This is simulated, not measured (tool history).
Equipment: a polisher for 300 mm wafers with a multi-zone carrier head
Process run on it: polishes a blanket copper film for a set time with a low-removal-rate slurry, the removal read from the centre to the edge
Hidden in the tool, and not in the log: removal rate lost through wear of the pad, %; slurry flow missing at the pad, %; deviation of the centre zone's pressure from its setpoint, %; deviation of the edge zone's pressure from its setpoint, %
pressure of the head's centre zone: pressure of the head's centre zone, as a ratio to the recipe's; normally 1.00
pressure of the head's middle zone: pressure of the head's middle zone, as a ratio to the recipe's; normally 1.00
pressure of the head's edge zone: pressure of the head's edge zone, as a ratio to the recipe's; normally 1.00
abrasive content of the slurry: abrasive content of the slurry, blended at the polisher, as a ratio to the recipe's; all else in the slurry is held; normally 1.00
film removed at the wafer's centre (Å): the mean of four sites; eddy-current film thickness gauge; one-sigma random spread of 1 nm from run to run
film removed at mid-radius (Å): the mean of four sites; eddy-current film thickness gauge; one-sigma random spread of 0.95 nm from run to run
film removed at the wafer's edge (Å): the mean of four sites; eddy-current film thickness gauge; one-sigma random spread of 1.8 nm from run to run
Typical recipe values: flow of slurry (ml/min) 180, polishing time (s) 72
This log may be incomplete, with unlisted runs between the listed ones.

| run | hour | flow of slurry (ml/min) | pressure of the head's centre zone | pressure of the head's middle zone | pressure of the head's edge zone | abrasive content of the slurry | polishing time (s) | wafers since the last listed run | wafers polished on this pad | hours since the slurry nozzle was cleaned | hours since the centre zone pressure was calibrated | hours since the edge zone pressure was calibrated | hours since the carrier head's membrane was replaced | incoming thickness of the incoming film, nm | film removed at the wafer's centre (Å) | film removed at mid-radius (Å) | film removed at the wafer's edge (Å) |
|---|---|---|---|---|---|---|---|---|---|---|---|---|---|---|---|---|---|
| 1 | 0.0 | 180 | 0.90 | 1.04 | 1.00 | 1.25 | 72 | 0 | 843 | 440.6 | 1186.3 | 970.0 | 1672.3 | 1284.2 | 1338 | 1543 | 1512 |
| 2 | 18.8 | 180 | 1.00 | 1.00 | 1.00 | 1.00 | 72 | 212 | 1055 | 459.4 | 1205.1 | 988.8 | 1691.1 | 1288.2 | 1441 | 1443 | 1460 |
| 3 | 36.6 | 140 | 1.00 | 1.00 | 1.00 | 1.00 | 72 | 201 | 1257 | 477.2 | 1222.9 | 1006.6 | 1708.9 | 1274.0 | 1362 | 1365 | 1398 |
|  | 49.1 | carrier head's membrane replaced by a new one |
|  | 53.3 | worn pad replaced by a new one |
| 4 | 53.8 | 140 | 1.00 | 0.89 | 0.92 | 0.85 | 72 | 92 | 5 | 494.4 | 1240.1 | 1023.8 | 4.7 | 1256.9 | 1358 | 1239 | 1351 |
| 5 | 64.3 | 180 | 0.93 | 1.00 | 1.06 | 1.00 | 48 | 118 | 124 | 504.9 | 1250.6 | 1034.3 | 15.2 | 1264.2 | 907 | 973 | 991 |
| 6 | 80.7 | 180 | 1.00 | 1.00 | 1.00 | 1.05 | 72 | 185 | 309 | 521.3 | 1267.0 | 1050.7 | 31.6 | 1271.9 | 1463 | 1473 | 1503 |
| 7 | 95.9 | 180 | 1.00 | 1.00 | 1.00 | 1.00 | 72 | 171 | 481 | 536.5 | 1282.2 | 1065.9 | 46.8 | 1269.6 | 1454 | 1435 | 1435 |
| 8 | 111.9 | 180 | 1.00 | 1.00 | 1.00 | 1.00 | 72 | 180 | 662 | 552.5 | 1298.2 | 1081.9 | 62.8 | 1268.3 | 1424 | 1445 | 1423 |
| 9 | 123.9 | 180 | 1.00 | 1.00 | 1.11 | 1.00 | 72 | 135 | 797 | 564.5 | 1310.2 | 1093.9 | 74.8 | 1286.4 | 1437 | 1438 | 1486 |
|  | 131.6 | slurry nozzle cleaned |
| 10 | 138.8 | 180 | 1.00 | 1.00 | 1.00 | 1.00 | 72 | 157 | 954 | 7.2 | 1325.1 | 1108.8 | 89.7 | 1270.3 | 1446 | 1429 | 1446 |
|  | 145.4 | centre zone pressure recalibrated |
|  | 154.1 | edge zone pressure recalibrated |
| 11 | 154.6 | 205 | 1.06 | 1.07 | 1.00 | 1.00 | 91 | 133 | 1088 | 23.0 | 9.2 | 0.5 | 105.5 | 1280.2 | 1961 | 1973 | 1810 |
| 12 | 165.1 | 180 | 1.09 | 1.00 | 1.00 | 0.80 | 72 | 118 | 1207 | 33.5 | 19.7 | 11.0 | 116.0 | 1297.5 | 1498 | 1371 | 1381 |
| 13 | 172.0 | 180 | 0.89 | 1.00 | 1.00 | 0.85 | 47 | 78 | 1285 | 40.4 | 26.6 | 17.9 | 122.9 | 1276.9 | 812 | 911 | 903 |
| 14 | 186.1 | 180 | 1.00 | 1.00 | 1.00 | 1.00 | 72 | 159 | 1444 | 54.5 | 40.7 | 32.0 | 137.0 | 1300.8 | 1426 | 1456 | 1425 |
|  | 193.6 | worn pad replaced by a new one |
| 15 | 236.8 | 180 | 1.00 | 1.00 | 1.00 | 1.00 | 72 | 527 | 488 | 105.2 | 91.4 | 82.7 | 187.7 | 1289.3 | 1445 | 1445 | 1433 |
| 16 | 249.8 | 230 | 0.95 | 0.92 | 1.00 | 1.00 | 58 | 146 | 635 | 118.2 | 104.4 | 95.7 | 200.7 | 1292.2 | 1145 | 1137 | 1180 |
| 17 | 259.9 | 180 | 0.89 | 1.00 | 1.00 | 1.00 | 72 | 114 | 749 | 128.3 | 114.5 | 105.8 | 210.8 | 1281.7 | 1282 | 1451 | 1440 |
| 18 | 310.2 | 180 | 1.00 | 1.09 | 1.07 | 1.00 | 72 | 568 | 1318 | 178.6 | 164.8 | 156.1 | 261.1 | 1309.4 | 1418 | 1531 | 1470 |
| 19 | 326.3 | 180 | 1.05 | 0.94 | 0.94 | 0.85 | 72 | 182 | 1500 | 194.7 | 180.9 | 172.2 | 277.2 | 1268.4 | 1459 | 1313 | 1412 |
|  | 337.8 | worn pad replaced by a new one |
| 20 | 343.1 | 210 | 0.96 | 1.00 | 1.00 | 1.00 | 72 | 144 | 59 | 211.5 | 197.7 | 189.0 | 294.0 | 1271.5 | 1458 | 1498 | 1461 |

Take each entry between the runs: how does the hidden state at the last listed run before it differ from the hidden state at the first listed run after it?
After run 3, before run 4: carrier head's membrane replaced by a new one (hour 49.1); worn pad replaced by a new one (hour 53.3)
  removal rate lost through wear of the pad, %: 2.86 -> 0.146
  measured result minus the result with no hidden state, film removed at the wafer's centre (Å): -40 -> -2; film removed at mid-radius (Å): -40 -> -2; film removed at the wafer's edge (Å): -42 -> -2
After run 9, before run 10: slurry nozzle cleaned (hour 131.6)
  removal rate lost through wear of the pad, %: 2.52 -> 2.7
  measured result minus the result with no hidden state, film removed at the wafer's centre (Å): -37 -> -40; film removed at mid-radius (Å): -38 -> -40; film removed at the wafer's edge (Å): -39 -> -40
After run 10, before run 11: centre zone pressure recalibrated (hour 145.4); edge zone pressure recalibrated (hour 154.1)
  removal rate lost through wear of the pad, %: 2.7 -> 2.84
  measured result minus the result with no hidden state, film removed at the wafer's centre (Å): -40 -> -58; film removed at mid-radius (Å): -40 -> -58; film removed at the wafer's edge (Å): -40 -> -53
After run 14, before run 15: worn pad replaced by a new one (hour 193.6)
  removal rate lost through wear of the pad, %: 3 -> 1.98
  measured result minus the result with no hidden state, film removed at the wafer's centre (Å): -44 -> -29; film removed at mid-radius (Å): -45 -> -29; film removed at the wafer's edge (Å): -44 -> -29
After run 19, before run 20: worn pad replaced by a new one (hour 337.8)
  removal rate lost through wear of the pad, %: 3 -> 0.945
  measured result minus the result with no hidden state, film removed at the wafer's centre (Å): -45 -> -14; film removed at mid-radius (Å): -41 -> -14; film removed at the wafer's edge (Å): -44 -> -14
